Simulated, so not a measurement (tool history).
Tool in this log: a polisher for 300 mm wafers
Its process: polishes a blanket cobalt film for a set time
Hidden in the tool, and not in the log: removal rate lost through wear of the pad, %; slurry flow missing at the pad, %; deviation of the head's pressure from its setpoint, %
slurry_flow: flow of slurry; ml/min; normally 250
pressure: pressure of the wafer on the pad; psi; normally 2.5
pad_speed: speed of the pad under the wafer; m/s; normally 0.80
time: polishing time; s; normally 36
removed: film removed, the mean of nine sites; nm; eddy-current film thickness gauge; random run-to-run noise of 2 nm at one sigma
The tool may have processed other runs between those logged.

| run | hour | slurry_flow | pressure | pad_speed | time | wafers since the last listed run | wafers polished on this pad | hours since the slurry nozzle was cleaned | hours since the head pressure was calibrated | incoming thickness of the incoming film, nm | removed |
|---|---|---|---|---|---|---|---|---|---|---|---|
| 1 | 0.0 | 250 | 2.5 | 0.80 | 36 | 0 | 2073 | 112.2 | 558.7 | 1501.6 | 181.6 |
| 2 | 96.1 | 250 | 2.8 | 0.80 | 36 | 1328 | 3401 | 208.3 | 654.8 | 1513.9 | 198.6 |
| 3 | 168.1 | 250 | 2.8 | 0.80 | 36 | 995 | 4396 | 280.3 | 726.8 | 1505.8 | 195.5 |
| 4 | 220.9 | 250 | 2.8 | 0.80 | 36 | 729 | 5126 | 333.1 | 779.6 | 1524.3 | 198.4 |
|  | 227.6 | head pressure recalibrated |
| 5 | 257.6 | 250 | 2.5 | 0.80 | 36 | 479 | 5606 | 369.8 | 30.0 | 1494.9 | 177.2 |
|  | 266.2 | worn pad replaced by a new one |
| 6 | 310.6 | 250 | 3.2 | 0.80 | 36 | 677 | 613 | 422.8 | 83.0 | 1529.6 | 206.8 |
|  | 353.4 | slurry nozzle cleaned |
| 7 | 511.7 | 250 | 3.2 | 0.80 | 36 | 2765 | 3378 | 158.3 | 284.1 | 1500.4 | 205.5 |
|  | 709.3 | worn pad replaced by a new one |
| 8 | 709.8 | 250 | 3.2 | 0.80 | 36 | 2682 | 6 | 356.4 | 482.2 | 1481.2 | 211.4 |
|  | 806.0 | slurry nozzle cleaned |
| 9 | 814.2 | 250 | 2.5 | 0.80 | 36 | 1429 | 1436 | 8.2 | 586.6 | 1524.5 | 187.5 |
| 10 | 919.9 | 250 | 2.5 | 0.80 | 36 | 1460 | 2896 | 113.9 | 692.3 | 1514.0 | 185.4 |
| 11 | 1005.5 | 250 | 2.5 | 1.00 | 36 | 1183 | 4080 | 199.5 | 777.9 | 1503.8 | 233.4 |
| 12 | 1066.5 | 250 | 2.5 | 1.00 | 36 | 843 | 4923 | 260.5 | 838.9 | 1507.8 | 234.9 |
|  | 1081.9 | head pressure recalibrated |
| 13 | 1122.0 | 250 | 2.5 | 0.80 | 36 | 739 | 5662 | 316.0 | 40.1 | 1484.5 | 174.5 |
|  | 1137.5 | worn pad replaced by a new one |
|  | 1202.3 | slurry nozzle cleaned |
| 14 | 1229.6 | 210 | 2.0 | 0.58 | 32 | 1418 | 1259 | 27.3 | 147.7 | 1516.4 | 97.0 |
| 15 | 1291.1 | 310 | 2.5 | 0.62 | 41 | 850 | 2109 | 88.8 | 209.2 | 1499.7 | 157.8 |
| 16 | 1375.0 | 325 | 2.5 | 0.80 | 36 | 1159 | 3269 | 172.7 | 293.1 | 1487.5 | 183.6 |
| 17 | 1454.4 | 210 | 2.3 | 0.70 | 36 | 1097 | 4366 | 252.1 | 372.5 | 1507.3 | 147.9 |
| 18 | 1495.6 | 250 | 1.9 | 0.80 | 36 | 569 | 4936 | 293.3 | 413.7 | 1491.3 | 153.0 |
| 19 | 1534.6 | 250 | 2.5 | 0.80 | 36 | 539 | 5475 | 332.3 | 452.7 | 1495.4 | 182.2 |
|  | 1555.8 | worn pad replaced by a new one |
| 20 | 1596.1 | 280 | 2.0 | 0.54 | 36 | 794 | 556 | 393.8 | 514.2 | 1480.9 | 109.1 |
|  | 1624.7 | slurry nozzle cleaned |
| 21 | 1634.0 | 250 | 2.5 | 0.80 | 36 | 510 | 1066 | 9.3 | 552.1 | 1518.3 | 182.0 |
| 22 | 1717.9 | 250 | 2.5 | 0.80 | 36 | 1159 | 2226 | 93.2 | 636.0 | 1523.4 | 186.0 |
| 23 | 1799.4 | 250 | 1.7 | 0.66 | 36 | 1126 | 3352 | 174.7 | 717.5 | 1516.6 | 121.0 |
|  | 1836.1 | head pressure recalibrated |
| 24 | 1878.0 | 310 | 3.3 | 0.80 | 49 | 1058 | 4411 | 253.3 | 41.9 | 1524.9 | 289.3 |
| 25 | 1967.2 | 320 | 1.6 | 0.90 | 42 | 1232 | 5644 | 342.5 | 131.1 | 1480.5 | 183.8 |
|  | 1977.2 | worn pad replaced by a new one |
| 26 | 2005.9 | 250 | 3.0 | 1.00 | 36 | 479 | 397 | 381.2 | 169.8 | 1499.0 | 242.7 |
|  | 2008.2 | slurry nozzle cleaned |
| 27 | 2055.2 | 250 | 2.5 | 0.80 | 36 | 667 | 1064 | 47.0 | 219.1 | 1479.5 | 175.2 |

Here are 3 independent what-if runs from the current tool condition. What would each one return?
| A | 2055.6 | 250 | 2.5 | 0.80 | 41 | 5 | 1070 | 47.4 | 219.5 | 1478.9 | ? |
| B | 2055.6 | 220 | 2.5 | 1.06 | 36 | 5 | 1070 | 47.4 | 219.5 | 1478.9 | ? |
| C | 2055.6 | 250 | 3.4 | 1.02 | 36 | 5 | 1070 | 47.4 | 219.5 | 1478.9 | ? |

| run | removed |
|---|---|
| A | 199.5 |
| B | 228.4 |
| C | 271.6 |
The same runs, with their run-to-run variation unchanged, on a tool lacking any hidden condition would have given:
| run | removed |
|---|---|
| A | 197.4 |
| B | 226.0 |
| C | 268.7 |
